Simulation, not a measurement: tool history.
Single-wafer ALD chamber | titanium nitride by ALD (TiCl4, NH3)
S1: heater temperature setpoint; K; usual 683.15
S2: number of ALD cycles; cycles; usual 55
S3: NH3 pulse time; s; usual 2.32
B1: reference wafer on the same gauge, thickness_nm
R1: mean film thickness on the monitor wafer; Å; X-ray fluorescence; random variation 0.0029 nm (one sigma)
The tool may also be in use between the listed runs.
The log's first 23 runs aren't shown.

run 24 hour=2203.7 | S1=673.15 S2=64 S3=2.07 | B1=1.275 | R1=13.44
-- hour=2267.9 showerhead replaced
run 25 hour=2296.8 | S1=690.15 S2=44 S3=2.32 | B1=1.274 | R1=9.29
run 26 hour=2403.3 | S1=683.15 S2=51 S3=2.32 | B1=1.273 | R1=10.79
run 27 hour=2481.2 | S1=683.15 S2=55 S3=2.32 | B1=1.273 | R1=11.64
run 28 hour=2717.1 | S1=678.15 S2=61 S3=1.72 | B1=1.271 | R1=12.85
run 29 hour=2755.9 | S1=676.15 S2=55 S3=2.32 | B1=1.271 | R1=11.52
run 30 hour=2797.9 | S1=683.15 S2=47 S3=2.85 | B1=1.271 | R1=9.92
run 31 hour=2878.5 | S1=675.15 S2=55 S3=1.84 | B1=1.271 | R1=11.51
run 32 hour=2916 | S1=690.15 S2=61 S3=2.82 | B1=1.27 | R1=12.91
run 33 hour=3017.5 | S1=695.15 S2=45 S3=2.32 | B1=1.269 | R1=9.53
run 34 hour=3116.4 | S1=678.15 S2=61 S3=2.81 | B1=1.268 | R1=12.85
-- hour=3159.8 thermocouple changed; heater temperature recalibrated
run 35 hour=3160.3 | S1=687.15 S2=49 S3=1.43 | B1=1.269 | R1=10.26
run 36 hour=3310.7 | S1=683.15 S2=50 S3=3.18 | B1=1.268 | R1=10.56

Forecast each of these 4 alternatives for the next run:
run A hour=3311.2 | S1=677.15 S2=55 S3=2.32 | B1=? | R1=?
run B hour=3311.2 | S1=696.15 S2=52 S3=3.11 | B1=? | R1=?
run C hour=3311.2 | S1=694.15 S2=60 S3=2.32 | B1=? | R1=?
run D hour=3311.2 | S1=683.15 S2=45 S3=2.32 | B1=? | R1=?

run=A B1=1.269 R1=11.54
run=B B1=1.269 R1=11.03
run=C B1=1.269 R1=12.66
run=D B1=1.269 R1=9.46
Without the tool's hidden state the same runs would have given:
run=A R1=11.65
run=B R1=11.13
run=C R1=12.78
run=D R1=9.55
